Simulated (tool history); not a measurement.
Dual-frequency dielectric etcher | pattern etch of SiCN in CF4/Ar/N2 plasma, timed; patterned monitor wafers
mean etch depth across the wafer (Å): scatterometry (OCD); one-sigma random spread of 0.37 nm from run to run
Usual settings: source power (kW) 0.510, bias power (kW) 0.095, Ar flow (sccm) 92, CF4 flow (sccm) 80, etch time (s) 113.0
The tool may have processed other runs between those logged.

| run | hour | source power (kW) | bias power (kW) | Ar flow (sccm) | CF4 flow (sccm) | etch time (s) | read-back reference wafer on the same gauge, depth_nm | mean etch depth across the wafer (Å) |
|---|---|---|---|---|---|---|---|---|
| 1 | 0.0 | 0.510 | 0.095 | 92 | 80 | 126.0 | 113.1 | 1451 |
| 2 | 98.4 | 0.510 | 0.095 | 92 | 80 | 126.0 | 113.0 | 1456 |
| 3 | 188.2 | 0.510 | 0.095 | 92 | 80 | 87.0 | 112.9 | 1003 |
|  | 201.1 | source power generator calibrated |
|  | 232.9 | gauge calibrated |
| 4 | 291.3 | 0.510 | 0.095 | 92 | 80 | 87.0 | 112.9 | 1004 |
|  | 347.5 | wet clean of the chamber |
| 5 | 375.3 | 0.510 | 0.095 | 92 | 80 | 87.0 | 112.8 | 996 |
| 6 | 418.8 | 0.510 | 0.095 | 92 | 68 | 113.0 | 112.9 | 1281 |
| 7 | 461.5 | 0.510 | 0.095 | 92 | 68 | 113.0 | 113.0 | 1278 |
|  | 540.8 | upper electrode replaced |
| 8 | 583.7 | 0.510 | 0.095 | 92 | 68 | 113.0 | 113.1 | 1276 |
| 9 | 629.7 | 0.550 | 0.112 | 92 | 92 | 113.0 | 113.0 | 1562 |
|  | 676.3 | bias power generator calibrated |
| 10 | 704.9 | 0.510 | 0.095 | 103 | 80 | 88.5 | 112.9 | 1022 |
|  | 714.3 | Ar flow controller replaced |
|  | 769.5 | CF4 flow controller replaced |
| 11 | 807.0 | 0.510 | 0.095 | 92 | 80 | 113.0 | 113.0 | 1330 |
| 12 | 858.8 | 0.600 | 0.095 | 92 | 80 | 92.0 | 113.1 | 1271 |
| 13 | 918.5 | 0.510 | 0.095 | 92 | 80 | 113.0 | 113.0 | 1317 |
| 14 | 954.8 | 0.470 | 0.083 | 71 | 80 | 83.5 | 113.2 | 851 |
|  | 994.8 | wet clean of the chamber |
| 15 | 1054.0 | 0.510 | 0.087 | 92 | 67 | 128.5 | 113.1 | 1393 |
| 16 | 1131.7 | 0.510 | 0.095 | 92 | 80 | 113.0 | 112.9 | 1320 |
| 17 | 1225.7 | 0.450 | 0.095 | 103 | 94 | 96.5 | 113.0 | 984 |
| 18 | 1311.7 | 0.460 | 0.095 | 92 | 96 | 113.0 | 113.0 | 1196 |
| 19 | 1376.5 | 0.510 | 0.095 | 92 | 80 | 113.0 | 113.1 | 1306 |
| 20 | 1415.6 | 0.400 | 0.075 | 112 | 74 | 113.0 | 113.1 | 846 |

Predict each of these 5 candidate next runs independently; none follows another, all start after run 20:
| A | 1416.0 | 0.510 | 0.095 | 73 | 80 | 113.0 | ? | ? |
| B | 1416.0 | 0.510 | 0.095 | 106 | 80 | 113.0 | ? | ? |
| C | 1416.0 | 0.600 | 0.095 | 77 | 93 | 113.0 | ? | ? |
| D | 1416.0 | 0.410 | 0.095 | 92 | 80 | 113.0 | ? | ? |
| E | 1416.0 | 0.510 | 0.095 | 74 | 80 | 113.0 | ? | ? |

| run | read-back reference wafer on the same gauge, depth_nm | mean etch depth across the wafer (Å) |
|---|---|---|
| A | 113.1 | 1348 |
| B | 113.1 | 1293 |
| C | 113.1 | 1612 |
| D | 113.1 | 1038 |
| E | 113.1 | 1346 |
Had the tool no hidden state, the same runs would have come out as:
| run | mean etch depth across the wafer (Å) |
|---|---|
| A | 1365 |
| B | 1311 |
| C | 1633 |
| D | 1052 |
| E | 1363 |
